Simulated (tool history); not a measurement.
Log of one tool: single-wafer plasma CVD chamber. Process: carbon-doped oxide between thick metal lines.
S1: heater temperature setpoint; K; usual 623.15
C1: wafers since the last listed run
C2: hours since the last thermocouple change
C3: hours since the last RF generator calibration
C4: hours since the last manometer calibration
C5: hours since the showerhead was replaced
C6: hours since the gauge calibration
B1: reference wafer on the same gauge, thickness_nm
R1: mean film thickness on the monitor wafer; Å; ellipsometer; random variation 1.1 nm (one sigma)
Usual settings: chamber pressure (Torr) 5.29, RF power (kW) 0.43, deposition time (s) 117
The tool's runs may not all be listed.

run 1 hour=0 | S1=623.15 chamber_pressure_(Torr)=5.29 RF_power_(kW)=0.43 deposition_time_(s)=117 | C1=0 C2=300.3 C3=1035.2 C4=1148 C5=5301.1 C6=2706 | B1=416.174 | R1=5187.37
run 2 hour=81.5 | S1=623.15 chamber_pressure_(Torr)=5.29 RF_power_(kW)=0.43 deposition_time_(s)=117 | C1=737 C2=381.8 C3=1116.7 C4=1229.5 C5=5382.6 C6=2787.5 | B1=416.007 | R1=5177.54
run 3 hour=127.6 | S1=623.15 chamber_pressure_(Torr)=5.29 RF_power_(kW)=0.43 deposition_time_(s)=117 | C1=417 C2=427.9 C3=1162.8 C4=1275.6 C5=5428.7 C6=2833.6 | B1=416.109 | R1=5190.4
run 4 hour=177.4 | S1=623.15 chamber_pressure_(Torr)=5.29 RF_power_(kW)=0.43 deposition_time_(s)=117 | C1=450 C2=477.7 C3=1212.6 C4=1325.4 C5=5478.5 C6=2883.4 | B1=416.191 | R1=5181.84
-- hour=235.4 RF generator calibrated
run 5 hour=280.9 | S1=623.15 chamber_pressure_(Torr)=5.29 RF_power_(kW)=0.43 deposition_time_(s)=117 | C1=864 C2=581.2 C3=45.5 C4=1428.9 C5=5582 C6=2986.9 | B1=416.094 | R1=5184.5
run 6 hour=366.4 | S1=623.15 chamber_pressure_(Torr)=5.29 RF_power_(kW)=0.43 deposition_time_(s)=117 | C1=773 C2=666.7 C3=131 C4=1514.4 C5=5667.5 C6=3072.4 | B1=415.794 | R1=5205.78
-- hour=445.1 capacitance manometer re-zeroed and calibrated
run 7 hour=456.2 | S1=623.15 chamber_pressure_(Torr)=5.29 RF_power_(kW)=0.475 deposition_time_(s)=102 | C1=740 C2=756.5 C3=220.8 C4=11.1 C5=5757.3 C6=3162.2 | B1=416.2 | R1=4934.67
-- hour=494.8 showerhead replaced
run 8 hour=765.5 | S1=613.15 chamber_pressure_(Torr)=5.87 RF_power_(kW)=0.46 deposition_time_(s)=124 | C1=2726 C2=1065.8 C3=530.1 C4=320.4 C5=270.7 C6=3471.5 | B1=415.684 | R1=6064.46
-- hour=872.2 gauge calibrated
run 9 hour=873 | S1=631.15 chamber_pressure_(Torr)=5.29 RF_power_(kW)=0.385 deposition_time_(s)=105 | C1=972 C2=1173.3 C3=637.6 C4=427.9 C5=378.2 C6=0.8 | B1=415.908 | R1=4068.97
run 10 hour=911.1 | S1=623.15 chamber_pressure_(Torr)=5.29 RF_power_(kW)=0.375 deposition_time_(s)=108 | C1=344 C2=1211.4 C3=675.7 C4=466 C5=416.3 C6=38.9 | B1=415.901 | R1=4166.51
run 11 hour=973.3 | S1=623.15 chamber_pressure_(Torr)=5.29 RF_power_(kW)=0.375 deposition_time_(s)=108 | C1=562 C2=1273.6 C3=737.9 C4=528.2 C5=478.5 C6=101.1 | B1=415.948 | R1=4153.17
run 12 hour=1032.4 | S1=623.15 chamber_pressure_(Torr)=5.29 RF_power_(kW)=0.43 deposition_time_(s)=117 | C1=534 C2=1332.7 C3=797 C4=587.3 C5=537.6 C6=160.2 | B1=416.493 | R1=5159.84
run 13 hour=1115.4 | S1=623.15 chamber_pressure_(Torr)=5.29 RF_power_(kW)=0.43 deposition_time_(s)=117 | C1=751 C2=1415.7 C3=880 C4=670.3 C5=620.6 C6=243.2 | B1=416.157 | R1=5175.15
run 14 hour=1168.3 | S1=623.15 chamber_pressure_(Torr)=5.29 RF_power_(kW)=0.37 deposition_time_(s)=117 | C1=478 C2=1468.6 C3=932.9 C4=723.2 C5=673.5 C6=296.1 | B1=415.834 | R1=4440.1
-- hour=1257.1 RF generator calibrated
run 15 hour=1268.4 | S1=623.15 chamber_pressure_(Torr)=5.29 RF_power_(kW)=0.43 deposition_time_(s)=117 | C1=833 C2=1568.7 C3=11.3 C4=823.3 C5=773.6 C6=396.2 | B1=416.279 | R1=5155.55
run 16 hour=1341.3 | S1=623.15 chamber_pressure_(Torr)=6.4 RF_power_(kW)=0.43 deposition_time_(s)=97 | C1=659 C2=1641.6 C3=84.2 C4=896.2 C5=846.5 C6=469.1 | B1=416.554 | R1=4381.85
run 17 hour=1384.5 | S1=609.15 chamber_pressure_(Torr)=4.37 RF_power_(kW)=0.43 deposition_time_(s)=117 | C1=390 C2=1684.8 C3=127.4 C4=939.4 C5=889.7 C6=512.3 | B1=415.852 | R1=5145.76
run 18 hour=1474.4 | S1=632.15 chamber_pressure_(Torr)=5.29 RF_power_(kW)=0.35 deposition_time_(s)=117 | C1=813 C2=1774.7 C3=217.3 C4=1029.3 C5=979.6 C6=602.2 | B1=416.178 | R1=4083.49
run 19 hour=1576.4 | S1=634.15 chamber_pressure_(Torr)=5.29 RF_power_(kW)=0.45 deposition_time_(s)=117 | C1=923 C2=1876.7 C3=319.3 C4=1131.3 C5=1081.6 C6=704.2 | B1=416.009 | R1=5272.13
run 20 hour=1681.9 | S1=623.15 chamber_pressure_(Torr)=5.29 RF_power_(kW)=0.43 deposition_time_(s)=107 | C1=954 C2=1982.2 C3=424.8 C4=1236.8 C5=1187.1 C6=809.7 | B1=415.829 | R1=4704.55
run 21 hour=1737.2 | S1=623.15 chamber_pressure_(Torr)=5.29 RF_power_(kW)=0.485 deposition_time_(s)=117 | C1=500 C2=2037.5 C3=480.1 C4=1292.1 C5=1242.4 C6=865 | B1=416.18 | R1=5720.48
run 22 hour=1790 | S1=623.15 chamber_pressure_(Torr)=5.29 RF_power_(kW)=0.395 deposition_time_(s)=117 | C1=477 C2=2090.3 C3=532.9 C4=1344.9 C5=1295.2 C6=917.8 | B1=415.912 | R1=4726.78
run 23 hour=1861.1 | S1=613.15 chamber_pressure_(Torr)=6.18 RF_power_(kW)=0.43 deposition_time_(s)=132 | C1=643 C2=2161.4 C3=604 C4=1416 C5=1366.3 C6=988.9 | B1=416.002 | R1=6064.64
run 24 hour=1924 | S1=623.15 chamber_pressure_(Torr)=5.29 RF_power_(kW)=0.43 deposition_time_(s)=117 | C1=569 C2=2224.3 C3=666.9 C4=1478.9 C5=1429.2 C6=1051.8 | B1=416.542 | R1=5127.6
-- hour=1954 capacitance manometer re-zeroed and calibrated
run 25 hour=1995.2 | S1=623.15 chamber_pressure_(Torr)=5.29 RF_power_(kW)=0.35 deposition_time_(s)=117 | C1=571 C2=2295.5 C3=738.1 C4=41.2 C5=1500.4 C6=1123 | B1=415.723 | R1=4148.22
run 26 hour=2053.4 | S1=623.15 chamber_pressure_(Torr)=4.19 RF_power_(kW)=0.43 deposition_time_(s)=117 | C1=526 C2=2353.7 C3=796.3 C4=99.4 C5=1558.6 C6=1181.2 | B1=415.689 | R1=4933.35
run 27 hour=2160.2 | S1=610.15 chamber_pressure_(Torr)=4.35 RF_power_(kW)=0.47 deposition_time_(s)=110 | C1=966 C2=2460.5 C3=903.1 C4=206.2 C5=1665.4 C6=1288 | B1=415.992 | R1=5219.61

Hidden state at the last listed run before each entry between runs and at the first one after, where it differs:
Between runs 4 and 5: RF generator calibrated (hour 235.4)
  wafer temperature above the value expected at the setpoint (K): -0.249 -> -0.169
  measured less the result without the state, R1: +3.01 -> +2.05 Å
Between runs 6 and 7: capacitance manometer re-zeroed and calibrated (hour 445.1)
  wafer temperature above the value expected at the setpoint (K): -0.0916 -> 0.00113
  measured less the result without the state, R1: +1.12 -> -0.01 Å
Between runs 7 and 8: showerhead replaced (hour 494.8)
  wafer temperature above the value expected at the setpoint (K): 0.00113 -> 0.41
  measured less the result without the state, R1: -0.01 -> -5.98 Å
Between runs 8 and 9: gauge calibrated (hour 872.2)
  wafer temperature above the value expected at the setpoint (K): 0.41 -> 0.585
  measured less the result without the state, R1: -5.98 -> -5.06 Å
Between runs 14 and 15: RF generator calibrated (hour 1257.1)
  wafer temperature above the value expected at the setpoint (K): 1.15 -> 1.37
  measured less the result without the state, R1: -11.12 -> -15.39 Å
Between runs 24 and 25: capacitance manometer re-zeroed and calibrated (hour 1954)
  wafer temperature above the value expected at the setpoint (K): 3.18 -> 3.41
  measured less the result without the state, R1: -35.41 -> -30.76 Å
